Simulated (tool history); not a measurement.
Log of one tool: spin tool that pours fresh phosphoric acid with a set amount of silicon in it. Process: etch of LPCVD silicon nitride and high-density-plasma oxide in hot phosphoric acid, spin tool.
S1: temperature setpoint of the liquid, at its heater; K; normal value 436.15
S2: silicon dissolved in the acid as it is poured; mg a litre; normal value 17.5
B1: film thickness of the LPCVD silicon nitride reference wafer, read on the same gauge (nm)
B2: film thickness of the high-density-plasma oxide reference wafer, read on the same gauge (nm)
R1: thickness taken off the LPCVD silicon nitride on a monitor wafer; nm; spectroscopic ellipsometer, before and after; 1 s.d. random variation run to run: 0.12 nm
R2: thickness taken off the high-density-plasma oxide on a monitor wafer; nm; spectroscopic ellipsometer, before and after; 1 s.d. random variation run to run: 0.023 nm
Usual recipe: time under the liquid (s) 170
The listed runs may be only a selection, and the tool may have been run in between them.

{"run": 1, "hour": 0.0, "S1": 436.15, "S2": 17.5, "time under the liquid (s)": 170, "B1": 120, "B2": 70.033, "R1": 14.42, "R2": 0.456}
{"run": 2, "hour": 9.6, "S1": 436.15, "S2": 24, "time under the liquid (s)": 170, "B1": 120.01, "B2": 70.009, "R1": 14.37, "R2": 0.378}
{"run": 3, "hour": 21.4, "S1": 436.15, "S2": 17.5, "time under the liquid (s)": 170, "B1": 119.99, "B2": 69.969, "R1": 14.33, "R2": 0.472}
{"run": 4, "hour": 34.2, "S1": 436.15, "S2": 17.5, "time under the liquid (s)": 90, "B1": 120.03, "B2": 70.035, "R1": 7.67, "R2": 0.243}
{"run": 5, "hour": 50.2, "S1": 436.15, "S2": 10, "time under the liquid (s)": 95, "B1": 120, "B2": 69.986, "R1": 9.1, "R2": 0.409}
{"run": 6, "hour": 62.6, "S1": 436.15, "S2": 17.5, "time under the liquid (s)": 170, "B1": 120.02, "B2": 70.041, "R1": 16.24, "R2": 0.605}
{"run": 7, "hour": 77.6, "S1": 436.15, "S2": 31, "time under the liquid (s)": 170, "B1": 120, "B2": 70.022, "R1": 16.34, "R2": 0.358}
{"run": 8, "hour": 86.8, "S1": 435.15, "S2": 8.5, "time under the liquid (s)": 170, "B1": 120, "B2": 70.033, "R1": 15.77, "R2": 0.703}
{"run": 9, "hour": 140.2, "S1": 436.15, "S2": 17.5, "time under the liquid (s)": 170, "B1": 120.01, "B2": 69.986, "R1": 16.49, "R2": 0.56}
{"run": 10, "hour": 150.0, "S1": 436.15, "S2": 17.5, "time under the liquid (s)": 170, "B1": 119.99, "B2": 70.034, "R1": 16.36, "R2": 0.622}
{"run": 11, "hour": 156.2, "S1": 436.15, "S2": 17.5, "time under the liquid (s)": 170, "B1": 120, "B2": 70.018, "R1": 16.06, "R2": 0.594}
{"run": 12, "hour": 171.4, "S1": 433.65, "S2": 12, "time under the liquid (s)": 205, "B1": 120, "B2": 69.967, "R1": 18.14, "R2": 0.67}
{"run": 13, "hour": 181.5, "S1": 436.15, "S2": 17.5, "time under the liquid (s)": 170, "B1": 119.97, "B2": 70.024, "R1": 16.06, "R2": 0.585}
{"run": 14, "hour": 192.5, "S1": 437.65, "S2": 30.5, "time under the liquid (s)": 170, "B1": 120, "B2": 69.963, "R1": 17.24, "R2": 0.439}
{"run": 15, "hour": 208.9, "S1": 436.15, "S2": 17.5, "time under the liquid (s)": 250, "B1": 120, "B2": 69.969, "R1": 23.53, "R2": 0.908}
{"run": 16, "hour": 220.2, "S1": 438.15, "S2": 12, "time under the liquid (s)": 135, "B1": 120, "B2": 70.001, "R1": 13.47, "R2": 0.607}
{"run": 17, "hour": 230.9, "S1": 436.15, "S2": 17.5, "time under the liquid (s)": 170, "B1": 119.99, "B2": 69.975, "R1": 16.2, "R2": 0.598}
{"run": 18, "hour": 246.5, "S1": 437.65, "S2": 24, "time under the liquid (s)": 85, "B1": 120.01, "B2": 69.995, "R1": 8.54, "R2": 0.276}
{"run": 19, "hour": 257.1, "S1": 438.15, "S2": 9, "time under the liquid (s)": 195, "B1": 120, "B2": 69.971, "R1": 19.86, "R2": 0.944}
{"run": 20, "hour": 273.7, "S1": 434.65, "S2": 28, "time under the liquid (s)": 170, "B1": 120, "B2": 70.003, "R1": 15.43, "R2": 0.382}

Not shown here: 1 entry made in the log between runs. Locate each between two listed runs and compare the hidden state at the listed run before it with the hidden state at the listed run after it:
From run 4 to run 5: heated supply line repaired (hour 35.7)
  temperature lost on the way to the wafer (K): 4.88 -> 1.1
  the result without the hidden state subtracted from the measured one, R1: -1.37 -> -0.34 nm; R2: -0.106 -> -0.034 nm

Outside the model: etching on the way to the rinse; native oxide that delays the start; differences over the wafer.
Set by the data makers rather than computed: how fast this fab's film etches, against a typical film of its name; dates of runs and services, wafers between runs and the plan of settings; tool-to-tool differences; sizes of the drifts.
